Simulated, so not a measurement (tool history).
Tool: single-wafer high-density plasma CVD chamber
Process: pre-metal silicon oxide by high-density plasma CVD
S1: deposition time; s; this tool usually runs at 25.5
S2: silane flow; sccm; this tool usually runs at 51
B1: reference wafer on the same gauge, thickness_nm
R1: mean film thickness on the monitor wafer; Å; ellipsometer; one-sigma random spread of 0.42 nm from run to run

run,hour,S1,S2,B1,R1
1,0,27.2,51,145.958,1415.29
2,34.6,27.2,51,145.982,1410.88
3,65.6,27.2,51,146.017,1407.58
4,123,22.6,51,146.018,1169.75
5,137.5,22.6,51,146.083,1169.72
6,159.7,22.6,51,146.014,1176.47
7,175.5,25.5,58,145.878,1490.69
# hour 217: gauge calibrated
8,220.8,27.3,51,145.936,1426.18
9,249.7,27.3,51,146.124,1430.56
10,279.3,25.5,57,146.042,1487.27
# hour 298.2: silane flow controller replaced
11,310,25.5,57,145.851,1428.64
12,345.1,25.5,57,145.948,1422.38
13,377.8,25.5,51,146.154,1288.62
14,391.4,24,41,146.159,997.05
15,407,25.5,51,146.122,1283.72
16,426.9,27.5,42,145.881,1163.84
17,450.2,21.9,51,146.218,1106.67
18,473.8,25.5,51,145.854,1282.48
19,498.2,20.8,61,145.938,1239.85
20,511.9,25.5,55,146.059,1373.33
21,525.5,25.5,51,145.775,1289.36
22,548.3,26.9,51,145.933,1363.79
23,577.3,25.5,51,145.889,1283.88
24,608.2,29.6,41,145.824,1225.93
25,626.1,25.5,51,146.228,1285.8
26,639.8,25.5,44,145.75,1121.57

Each row is a separate what-if for the run after 26, all from the same tool condition, not one after another. Results?
A,640.2,30.4,51,?,?
B,640.2,25.5,56,?,?
C,640.2,21.6,59,?,?

run,B1,R1
A,145.856,1530.27
B,145.856,1397.86
C,145.856,1242.13
Take away the tool's hidden state, keep each run's random variation, and the runs would have read:
run,R1
A,1519.15
B,1387.7
C,1233.11
